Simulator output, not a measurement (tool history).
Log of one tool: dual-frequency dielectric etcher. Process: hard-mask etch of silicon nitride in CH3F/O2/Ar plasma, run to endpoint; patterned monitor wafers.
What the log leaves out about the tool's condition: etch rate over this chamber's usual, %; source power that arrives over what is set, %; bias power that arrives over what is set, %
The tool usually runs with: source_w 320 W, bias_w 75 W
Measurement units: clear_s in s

run    hour  source_w  bias_w  wafers since the last listed run  hours since the last wet clean  hours since the last source power generator calibration  hours since the last bias power generator calibration  hours since the last upper electrode change  incoming incoming film thickness, nm  clear_s
  1     0.0       350      75                                 0                           174.9                                                   3418.9                                                 4559.1                                       2725.5                                  55.1     76.1
  2    43.3       320      63                               518                           218.2                                                   3462.2                                                 4602.4                                       2768.8                                  55.4     86.9
  3   153.6       320      75                              1319                           328.5                                                   3572.5                                                 4712.7                                       2879.1                                  55.8     80.5
  4   195.8       320      75                               504                           370.7                                                   3614.7                                                 4754.9                                       2921.3                                  54.8     80.4
      230.9  -- wet clean of the chamber
  5   231.4       320      75                               138                             0.5                                                   3650.3                                                 4790.5                                       2956.9                                  55.4     82.3
  6   426.0       320      75                              2328                           195.1                                                   3844.9                                                 4985.1                                       3151.5                                  55.2     83.3
  7   485.2       320      75                               708                           254.3                                                   3904.1                                                 5044.3                                       3210.7                                  55.7     84.3
      501.3  -- bias power generator calibrated
      517.2  -- upper electrode replaced
  8   520.5       320      75                               184                           289.6                                                   3939.4                                                   19.2                                          3.3                                  55.0     83.8
      600.6  -- wet clean of the chamber, repeated, since the last time left the tool worse
  9   601.1       320      75                               677                             0.5                                                   4020.0                                                   99.8                                         83.9                                  54.9     78.6
 10   614.4       320      75                               159                            13.8                                                   4033.3                                                  113.1                                         97.2                                  55.2     77.7
 11   659.3       320      75                               537                            58.7                                                   4078.2                                                  158.0                                        142.1                                  55.1     77.8
 12   719.8       320      75                               723                           119.2                                                   4138.7                                                  218.5                                        202.6                                  54.9     78.3
 13   758.8       370      75                               466                           158.2                                                   4177.7                                                  257.5                                        241.6                                  55.6     75.9
 14   820.7       370      75                               740                           220.1                                                   4239.6                                                  319.4                                        303.5                                  55.5     75.8
 15   874.4       370      75                               642                           273.8                                                   4293.3                                                  373.1                                        357.2                                  55.7     77.2
 16   942.4       350      67                               813                           341.8                                                   4361.3                                                  441.1                                        425.2                                  55.1     82.9
      985.9  -- wet clean of the chamber
 17   986.4       320      75                               239                             0.5                                                   4405.3                                                  485.1                                        469.2                                  55.3     78.0
 18  1022.6       320      83                               433                            36.7                                                   4441.5                                                  521.3                                        505.4                                  55.3     74.9
 19  1068.2       350      70                               545                            82.3                                                   4487.1                                                  566.9                                        551.0                                  55.7     80.5
     1079.4  -- source power generator calibrated
 20  1111.3       260      62                               467                           125.4                                                     31.9                                                  610.0                                        594.1                                  55.3     94.0
 21  1166.9       320      75                               665                           181.0                                                     87.5                                                  665.6                                        649.7                                  55.5     79.6
 22  1211.5       300      82                               533                           225.6                                                    132.1                                                  710.2                                        694.3                                  55.5     78.0
     1364.6  -- wet clean of the chamber
 23  1412.6       290      88                              2119                            48.0                                                    333.2                                                  911.3                                        895.4                                  55.6     75.3
 24  1444.1       320      75                               376                            79.5                                                    364.7                                                  942.8                                        926.9                                  55.2     78.2
 25  1483.2       360      88                               467                           118.6                                                    403.8                                                  981.9                                        966.0                                  55.6     70.6
 26  1647.4       390      57                              1964                           282.8                                                    568.0                                                 1146.1                                       1130.2                                  54.8     86.1
 27  1674.1       360      56                               319                           309.5                                                    594.7                                                 1172.8                                       1156.9                                  55.1     90.3
 28  1709.0       350      59                               417                           344.4                                                    629.6                                                 1207.7                                       1191.8                                  55.3     89.1
 29  1734.6       290      86                               306                           370.0                                                    655.2                                                 1233.3                                       1217.4                                  54.9     76.0
 30  1796.8       320      75                               744                           432.2                                                    717.4                                                 1295.5                                       1279.6                                  55.2     80.7
     1832.2  -- wet clean of the chamber
 31  1847.3       320      82                               317                            15.1                                                    767.9                                                 1346.0                                       1330.1                                  55.2     74.2
 32  1908.5       270      57                               732                            76.3                                                    829.1                                                 1407.2                                       1391.3                                  55.1     96.2
 33  1964.7       320      89                               672                           132.5                                                    885.3                                                 1463.4                                       1447.5                                  55.2     71.2
 34  2021.7       320      75                               682                           189.5                                                    942.3                                                 1520.4                                       1504.5                                  55.0     79.3

Each row is a separate what-if for the run after 34, all from the same tool condition, not one after another. Results?
  A  2022.1       320      65                                 4                           189.9                                                    942.7                                                 1520.8                                       1504.9                                  55.8        ?
  B  2022.1       280      75                                 4                           189.9                                                    942.7                                                 1520.8                                       1504.9                                  55.8        ?
  C  2022.1       250      82                                 4                           189.9                                                    942.7                                                 1520.8                                       1504.9                                  55.8        ?
  D  2022.1       370      59                                 4                           189.9                                                    942.7                                                 1520.8                                       1504.9                                  55.8        ?
  E  2022.1       320      81                                 4                           189.9                                                    942.7                                                 1520.8                                       1504.9                                  55.8        ?

run  clear_s
  A     86.7
  B     83.5
  C     82.4
  D     87.3
  E     76.9
Without the tool's unlogged condition, the same runs would have read:
run  clear_s
  A     85.5
  B     82.4
  C     81.3
  D     86.2
  E     75.9
